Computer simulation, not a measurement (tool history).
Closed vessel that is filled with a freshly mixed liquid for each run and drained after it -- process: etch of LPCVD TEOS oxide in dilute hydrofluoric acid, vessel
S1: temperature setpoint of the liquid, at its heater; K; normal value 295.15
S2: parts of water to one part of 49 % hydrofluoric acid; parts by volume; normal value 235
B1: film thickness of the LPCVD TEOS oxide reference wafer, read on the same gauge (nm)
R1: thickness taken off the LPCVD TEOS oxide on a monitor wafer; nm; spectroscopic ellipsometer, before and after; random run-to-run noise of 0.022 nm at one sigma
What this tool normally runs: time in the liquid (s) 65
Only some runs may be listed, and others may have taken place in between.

Run 1, day 0: usual settings; B1 30.009. Result: R1 5.254 nm.
Run 2, day 0.408: usual settings but S1 292.15 K, S2 165 parts by volume; B1 30.009. Result: R1 7.053 nm.
Run 3, day 0.938: usual settings but S1 292.15 K, S2 165 parts by volume; B1 29.993. Result: R1 7.064 nm.
Run 4, day 1.517: usual settings but S1 292.15 K, S2 165 parts by volume; B1 30.021. Result: R1 7.08 nm.
Run 5, day 1.85: usual settings; B1 30.032. Result: R1 5.275 nm.
Run 6, day 2.358: usual settings; B1 30.03. Result: R1 5.286 nm.
At day 2.733: hydrofluoric acid flow meter replaced.
Run 7, day 2.858: usual settings but S2 295 parts by volume; B1 30.021. Result: R1 3.415 nm.
Run 8, day 3.442: usual settings but S1 297.65 K, S2 175 parts by volume, time in the liquid (s) 100; B1 29.986. Result: R1 10.914 nm.
Run 9, day 3.95: usual settings but S1 291.15 K, S2 125 parts by volume; B1 29.967. Result: R1 8.091 nm.
At day 4.133: gauge calibrated.
At day 4.246: thermometer replaced.
Run 10, day 4.421: usual settings but S1 291.15 K, S2 285 parts by volume, time in the liquid (s) 45; B1 30.028. Result: R1 2.336 nm.
Run 11, day 4.883: usual settings but S1 298.15 K, S2 300 parts by volume, time in the liquid (s) 85; B1 29.978. Result: R1 5.38 nm.
Run 12, day 5.396: usual settings; B1 30.031. Result: R1 5.04 nm.
Run 13, day 5.65: usual settings but S1 293.15 K, time in the liquid (s) 75; B1 29.997. Result: R1 5.371 nm.
Run 14, day 5.908: usual settings; B1 29.984. Result: R1 5.023 nm.
Run 15, day 6.3: usual settings but S1 293.15 K, S2 295 parts by volume, time in the liquid (s) 95; B1 30.005. Result: R1 5.148 nm.

Alternative continuations, all from the tool just after run 15; predict every row:
Run A, day 6.329: usual settings but time in the liquid (s) 30; B1 ?. Result: R1 ?.
Run B, day 6.329: usual settings but S1 291.15 K, S2 180 parts by volume, time in the liquid (s) 30; B1 ?. Result: R1 ?.
Run C, day 6.329: usual settings but S1 292.15 K; B1 ?. Result: R1 ?.
Run D, day 6.329: usual settings but S2 285 parts by volume, time in the liquid (s) 30; B1 ?. Result: R1 ?.
Run E, day 6.329: usual settings but S1 292.15 K, S2 155 parts by volume, time in the liquid (s) 40; B1 ?. Result: R1 ?.

run      B1     R1
  A  29.982  2.342
  B  29.982  2.759
  C  29.982   4.53
  D  29.982  1.843
  E  29.982  4.555
With the hidden condition removed and each run's random variation left untouched, the same runs would have given:
run     R1
  A   2.31
  B  2.728
  C  4.471
  D  1.815
  E  4.506
